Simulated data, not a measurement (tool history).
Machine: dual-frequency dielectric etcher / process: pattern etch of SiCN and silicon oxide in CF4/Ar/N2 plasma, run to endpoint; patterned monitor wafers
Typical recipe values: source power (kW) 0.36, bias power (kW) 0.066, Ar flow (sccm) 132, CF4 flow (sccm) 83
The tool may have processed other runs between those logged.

| run | hour | source power (kW) | bias power (kW) | Ar flow (sccm) | CF4 flow (sccm) | incoming incoming film thickness, nm | endpoint time (s) |
|---|---|---|---|---|---|---|---|
| 1 | 0 | 0.36 | 0.066 | 132 | 83 | 13.94 | 19.6 |
| 2 | 43.9 | 0.36 | 0.066 | 132 | 83 | 13.92 | 19.7 |
| 3 | 103.9 | 0.36 | 0.066 | 132 | 83 | 13.88 | 19.5 |
| 4 | 135.3 | 0.36 | 0.066 | 132 | 83 | 13.91 | 19.8 |
| 5 | 206.5 | 0.36 | 0.054 | 132 | 83 | 13.86 | 21 |
|  | 242.4 | wet clean of the chamber |
|  | 245.3 | bias power generator calibrated |
| 6 | 275 | 0.36 | 0.054 | 132 | 83 | 13.91 | 22.3 |
| 7 | 332.8 | 0.36 | 0.054 | 132 | 83 | 13.85 | 22 |
|  | 372.7 | CF4 flow controller replaced |
| 8 | 373.2 | 0.36 | 0.075 | 132 | 83 | 13.96 | 19.2 |
|  | 398.2 | Ar flow controller replaced |
| 9 | 400.9 | 0.28 | 0.057 | 110 | 69 | 13.89 | 26.4 |
| 10 | 437 | 0.38 | 0.066 | 132 | 83 | 13.87 | 19.3 |
|  | 492 | upper electrode replaced |
|  | 493.3 | source power generator calibrated |
| 11 | 493.8 | 0.36 | 0.066 | 132 | 83 | 13.95 | 20.1 |
| 12 | 539.4 | 0.36 | 0.066 | 154 | 83 | 13.7 | 20.1 |
| 13 | 605.1 | 0.41 | 0.077 | 110 | 63 | 14.01 | 17.1 |
| 14 | 648.5 | 0.36 | 0.066 | 132 | 83 | 13.77 | 19.8 |

What if the next run were any one of these 3? Each begins from the tool's condition after run 14:
| A | 648.9 | 0.36 | 0.066 | 132 | 83 | 13.84 | ? |
| B | 648.9 | 0.33 | 0.066 | 111 | 101 | 13.84 | ? |
| C | 648.9 | 0.43 | 0.081 | 143 | 94 | 13.84 | ? |

| run | endpoint time (s) |
|---|---|
| A | 19.6 |
| B | 20 |
| C | 15.5 |
Without the tool's unlogged condition, the same runs would have read:
| run | endpoint time (s) |
|---|---|
| A | 20.2 |
| B | 20.7 |
| C | 16 |
